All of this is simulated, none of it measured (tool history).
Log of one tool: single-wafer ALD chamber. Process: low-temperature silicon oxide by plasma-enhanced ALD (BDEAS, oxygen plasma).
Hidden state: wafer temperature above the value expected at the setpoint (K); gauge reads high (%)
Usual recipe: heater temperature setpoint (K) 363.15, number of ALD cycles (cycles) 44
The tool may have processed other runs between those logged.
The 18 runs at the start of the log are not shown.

run    hour  heater temperature setpoint (K)  number of ALD cycles (cycles)  wafers since the last listed run  hours since the last thermocouple change  hours since the gauge calibration  read-back reference wafer on the same gauge, thickness_nm  mean film thickness on the monitor wafer (angstrom)
 19   881.1                           375.15                             38                               150                                     310.7                              796.3                                                      5.023                                                52.42
 20   950.8                           363.15                             49                               357                                     380.4                              866.0                                                      5.021                                                70.66
 21  1015.1                           375.15                             41                               329                                     444.7                              930.3                                                      5.020                                                56.84
 22  1050.1                           349.15                             38                               179                                     479.7                              965.3                                                      5.024                                                56.75
 23  1091.7                           363.15                             50                               213                                     521.3                             1006.9                                                      5.018                                                72.23
 24  1130.5                           357.15                             44                               199                                     560.1                             1045.7                                                      5.019                                                64.48
 25  1163.5                           348.15                             39                               169                                     593.1                             1078.7                                                      5.017                                                59.02
 26  1192.5                           359.15                             44                               148                                     622.1                             1107.7                                                      5.023                                                63.86
 27  1251.5                           363.15                             44                               302                                     681.1                             1166.7                                                      5.020                                                62.93
 28  1321.4                           363.15                             44                               358                                     751.0                             1236.6                                                      5.017                                                63.23
 29  1375.2                           376.15                             50                               276                                     804.8                             1290.4                                                      5.022                                                69.04
     1423.4  -- gauge calibrated
 30  1515.4                           355.15                             36                               719                                     945.0                               92.0                                                      5.020                                                53.15
 31  1561.6                           363.15                             36                               237                                     991.2                              138.2                                                      5.020                                                52.09
     1701.5  -- thermocouple changed; heater temperature recalibrated
 32  1712.3                           363.15                             44                               732                                      10.8                              288.9                                                      5.021                                                62.99
 33  1745.5                           353.15                             36                               170                                      44.0                              322.1                                                      5.025                                                52.78
 34  1809.3                           357.15                             40                               327                                     107.8                              385.9                                                      5.025                                                58.21
 35  1845.7                           363.15                             44                               186                                     144.2                              422.3                                                      5.018                                                63.12
 36  1900.1                           363.15                             51                               279                                     198.6                              476.7                                                      5.019                                                72.96

3 options for the next run, each taken on its own from the tool as it stands now. Forecast them:
  A  1900.6                           368.15                             44                                 2                                     199.1                              477.2                                                          ?                                                    ?
  B  1900.6                           368.15                             38                                 2                                     199.1                              477.2                                                          ?                                                    ?
  C  1900.6                           354.15                             35                                 2                                     199.1                              477.2                                                          ?                                                    ?

run  read-back reference wafer on the same gauge, thickness_nm  mean film thickness on the monitor wafer (angstrom)
  A                                                      5.023                                                62.00
  B                                                      5.023                                                53.54
  C                                                      5.023                                                51.45
With the hidden condition removed and each run's random variation left untouched, the same runs would have given:
run  mean film thickness on the monitor wafer (angstrom)
  A                                                61.68
  B                                                53.27
  C                                                51.20
